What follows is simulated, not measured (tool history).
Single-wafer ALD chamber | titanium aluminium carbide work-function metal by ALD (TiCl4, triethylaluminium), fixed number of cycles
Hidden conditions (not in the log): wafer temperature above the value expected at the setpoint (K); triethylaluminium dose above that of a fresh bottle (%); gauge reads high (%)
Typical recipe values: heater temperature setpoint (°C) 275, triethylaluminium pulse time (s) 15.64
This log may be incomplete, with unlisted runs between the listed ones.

run,hour,heater temperature setpoint (°C),triethylaluminium pulse time (s),wafers since the last listed run,hours since the last thermocouple change,hours since the last triethylaluminium bottle change,hours since the showerhead was replaced,hours since the gauge calibration,"read-back reference wafer on the same gauge, thickness_nm",mean film thickness on the monitor wafer (angstrom)
1,0,275,15.64,0,1570.2,1100.5,2589.2,57.5,1.806,16.95
2,33.5,275,15.64,365,1603.7,1134,2622.7,91,1.811,16.79
3,49.9,275,15.64,178,1620.1,1150.4,2639.1,107.4,1.812,16.73
4,76.5,275,15.64,290,1646.7,1177,2665.7,134,1.808,16.78
5,98.6,275,17.65,241,1668.8,1199.1,2687.8,156.1,1.814,16.84
6,123.3,275,17.65,269,1693.5,1223.8,2712.5,180.8,1.817,16.83
7,151.4,275,17.65,306,1721.6,1251.9,2740.6,208.9,1.813,17.06
8,181.8,275,19.34,331,1752,1282.3,2771,239.3,1.816,17
# hour 217.8: thermocouple changed; heater temperature recalibrated
9,218.3,275,19.34,311,0.5,1318.8,2807.5,275.8,1.819,17.09
10,227.9,275,19.34,104,10.1,1328.4,2817.1,285.4,1.819,16.87
11,243.1,261,17.7,165,25.3,1343.6,2832.3,300.6,1.825,15.66
12,277.5,275,19.34,375,59.7,1378,2866.7,335,1.825,16.98
# hour 300.3: showerhead replaced
# hour 318: triethylaluminium bottle replaced
13,318.5,284,13.94,272,100.7,0.5,18.2,376,1.829,17.68
14,341.7,281,20.67,253,123.9,23.7,41.4,399.2,1.831,17.8
# hour 349.2: gauge calibrated
15,376.1,270,20.87,375,158.3,58.1,75.8,26.9,1.801,16.37
16,398.4,275,15.64,243,180.6,80.4,98.1,49.2,1.8,16.71
17,423.4,263,20.27,272,205.6,105.4,123.1,74.2,1.804,15.84
18,459.4,265,21.72,392,241.6,141.4,159.1,110.2,1.804,15.98
19,493.6,262,18.77,373,275.8,175.6,193.3,144.4,1.806,15.67
20,527.8,275,15.64,373,310,209.8,227.5,178.6,1.809,16.87
21,548.7,266,12.23,228,330.9,230.7,248.4,199.5,1.81,15.9

Had the tool no unlogged condition, and each run kept its random variation, what would the results have been?
run,mean film thickness on the monitor wafer (angstrom)
1,16.9
2,16.72
3,16.65
4,16.68
5,16.72
6,16.7
7,16.91
8,16.82
9,16.89
10,16.67
11,15.46
12,16.74
13,17.41
14,17.51
15,16.36
16,16.69
17,15.8
18,15.92
19,15.59
20,16.76
21,15.78

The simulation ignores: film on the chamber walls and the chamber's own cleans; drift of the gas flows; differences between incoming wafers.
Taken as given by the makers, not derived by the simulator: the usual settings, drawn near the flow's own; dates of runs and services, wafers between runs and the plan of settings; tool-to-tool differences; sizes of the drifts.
